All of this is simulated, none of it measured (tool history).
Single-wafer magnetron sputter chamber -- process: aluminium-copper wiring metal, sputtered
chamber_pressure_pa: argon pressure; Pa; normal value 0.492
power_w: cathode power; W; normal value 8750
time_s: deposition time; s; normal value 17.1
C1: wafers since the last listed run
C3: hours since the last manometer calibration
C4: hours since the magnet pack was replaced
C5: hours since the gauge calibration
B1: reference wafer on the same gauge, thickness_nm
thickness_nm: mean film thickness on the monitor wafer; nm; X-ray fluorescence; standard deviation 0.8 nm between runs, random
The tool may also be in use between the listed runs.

run 1 hour=0.0 | chamber_pressure_pa=0.492 power_w=8750 time_s=19.1 | C1=0 wafers_on_the_sputter_target=13 C3=1887.1 C4=8723.8 C5=936.6 | B1=286.736 | thickness_nm=297.570
run 2 hour=50.7 | chamber_pressure_pa=0.492 power_w=10500 time_s=17.1 | C1=1328 wafers_on_the_sputter_target=1341 C3=1937.8 C4=8774.5 C5=987.3 | B1=287.209 | thickness_nm=320.566
run 3 hour=80.0 | chamber_pressure_pa=0.492 power_w=7400 time_s=17.1 | C1=767 wafers_on_the_sputter_target=2109 C3=1967.1 C4=8803.8 C5=1016.6 | B1=287.092 | thickness_nm=226.454
run 4 hour=127.4 | chamber_pressure_pa=0.492 power_w=7200 time_s=18.3 | C1=1241 wafers_on_the_sputter_target=3350 C3=2014.5 C4=8851.2 C5=1064.0 | B1=286.975 | thickness_nm=234.684
run 5 hour=152.4 | chamber_pressure_pa=0.492 power_w=8750 time_s=17.1 | C1=654 wafers_on_the_sputter_target=4005 C3=2039.5 C4=8876.2 C5=1089.0 | B1=287.103 | thickness_nm=265.247
run 6 hour=201.3 | chamber_pressure_pa=0.492 power_w=8750 time_s=17.1 | C1=1280 wafers_on_the_sputter_target=5286 C3=2088.4 C4=8925.1 C5=1137.9 | B1=286.889 | thickness_nm=267.205
run 7 hour=228.7 | chamber_pressure_pa=0.492 power_w=8750 time_s=17.1 | C1=717 wafers_on_the_sputter_target=6004 C3=2115.8 C4=8952.5 C5=1165.3 | B1=286.957 | thickness_nm=266.451
run 8 hour=280.5 | chamber_pressure_pa=0.492 power_w=8750 time_s=17.1 | C1=1356 wafers_on_the_sputter_target=7361 C3=2167.6 C4=9004.3 C5=1217.1 | B1=287.001 | thickness_nm=267.439
-- hour=298.4 capacitance manometer re-zeroed and calibrated
run 9 hour=314.8 | chamber_pressure_pa=0.532 power_w=8750 time_s=17.1 | C1=688 wafers_on_the_sputter_target=8049 C3=16.4 C4=9038.6 C5=1251.4 | B1=286.896 | thickness_nm=259.346
run 10 hour=361.6 | chamber_pressure_pa=0.532 power_w=8750 time_s=17.1 | C1=1225 wafers_on_the_sputter_target=9275 C3=63.2 C4=9085.4 C5=1298.2 | B1=286.799 | thickness_nm=260.363
run 11 hour=407.6 | chamber_pressure_pa=0.492 power_w=8750 time_s=17.1 | C1=1204 wafers_on_the_sputter_target=10480 C3=109.2 C4=9131.4 C5=1344.2 | B1=287.269 | thickness_nm=266.730
run 12 hour=453.7 | chamber_pressure_pa=0.405 power_w=9950 time_s=20.3 | C1=1207 wafers_on_the_sputter_target=11688 C3=155.3 C4=9177.5 C5=1390.3 | B1=286.918 | thickness_nm=379.749
run 13 hour=509.4 | chamber_pressure_pa=0.492 power_w=7050 time_s=17.1 | C1=1458 wafers_on_the_sputter_target=13147 C3=211.0 C4=9233.2 C5=1446.0 | B1=287.081 | thickness_nm=214.877
-- hour=518.2 sputter target and shields replaced
-- hour=526.8 magnet pack replaced
run 14 hour=560.7 | chamber_pressure_pa=0.601 power_w=8750 time_s=17.1 | C1=924 wafers_on_the_sputter_target=904 C3=262.3 C4=33.9 C5=1497.3 | B1=287.111 | thickness_nm=248.738
run 15 hour=630.9 | chamber_pressure_pa=0.597 power_w=10400 time_s=13.7 | C1=1838 wafers_on_the_sputter_target=2743 C3=332.5 C4=104.1 C5=1567.5 | B1=286.778 | thickness_nm=237.542
run 16 hour=691.5 | chamber_pressure_pa=0.492 power_w=8750 time_s=15.2 | C1=1587 wafers_on_the_sputter_target=4330 C3=393.1 C4=164.7 C5=1628.1 | B1=287.035 | thickness_nm=237.327
run 17 hour=752.2 | chamber_pressure_pa=0.492 power_w=8750 time_s=18.3 | C1=1589 wafers_on_the_sputter_target=5920 C3=453.8 C4=225.4 C5=1688.8 | B1=286.997 | thickness_nm=286.366
run 18 hour=817.8 | chamber_pressure_pa=0.311 power_w=10500 time_s=18.3 | C1=1718 wafers_on_the_sputter_target=7639 C3=519.4 C4=291.0 C5=1754.4 | B1=287.143 | thickness_nm=384.468

The next listed run, before its measurement:
run 19 hour=842.9 | chamber_pressure_pa=0.564 power_w=9800 time_s=17.1 | C1=657 wafers_on_the_sputter_target=8296 C3=544.5 C4=316.1 C5=1779.5 | B1=? | thickness_nm=?

For run 19 the tool returned B1 287.083, thickness_nm 285.742 nm.
With the hidden condition absent and the run-to-run variation left alone, this run would have shown thickness_nm 285.742 nm.
